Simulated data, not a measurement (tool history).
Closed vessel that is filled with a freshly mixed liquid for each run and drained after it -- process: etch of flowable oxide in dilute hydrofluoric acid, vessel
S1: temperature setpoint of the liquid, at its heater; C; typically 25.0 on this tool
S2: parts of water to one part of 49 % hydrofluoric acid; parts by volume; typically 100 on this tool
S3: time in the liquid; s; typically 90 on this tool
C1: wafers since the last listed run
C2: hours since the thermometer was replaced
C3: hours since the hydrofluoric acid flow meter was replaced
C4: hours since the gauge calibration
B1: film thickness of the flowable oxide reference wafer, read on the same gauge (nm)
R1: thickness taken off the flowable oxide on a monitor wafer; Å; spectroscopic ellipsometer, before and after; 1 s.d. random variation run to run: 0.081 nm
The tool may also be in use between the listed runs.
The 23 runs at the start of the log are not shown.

run,hour,S1,S2,S3,C1,C2,C3,C4,B1,R1
24,270.1,27.5,120,50,934,140.2,142.4,174.9,69.99,121.6
25,276.8,22.5,75,65,695,146.9,149.1,181.6,70.01,220.4
26,315.0,22.5,75,65,3965,185.1,187.3,219.8,69.97,222.9
27,323.6,25.0,100,90,892,193.7,195.9,228.4,69.97,246.2
28,337.9,25.0,100,90,1484,208.0,210.2,242.7,70.00,246.9
29,351.7,25.0,120,90,1432,221.8,224.0,256.5,70.03,200.5
30,362.3,22.0,100,90,1100,232.4,234.6,267.1,70.05,219.8
31,376.9,27.5,70,135,1515,247.0,249.2,281.7,69.97,608.8
32,393.3,25.0,100,90,1702,263.4,265.6,298.1,70.01,246.9

Forecast each of these 5 alternatives for the next run:
A,394.0,25.0,100,90,72,264.1,266.3,298.8,?,?
B,394.0,25.0,145,90,72,264.1,266.3,298.8,?,?
C,394.0,28.0,100,90,72,264.1,266.3,298.8,?,?
D,394.0,28.0,100,110,72,264.1,266.3,298.8,?,?
E,394.0,22.5,60,60,72,264.1,266.3,298.8,?,?

run,B1,R1
A,70.03,248.1
B,70.03,162.0
C,70.03,278.7
D,70.03,340.6
E,70.03,262.3
Had the tool no hidden state, the same runs would have come out as:
run,R1
A,246.4
B,160.9
C,276.8
D,338.3
E,260.3
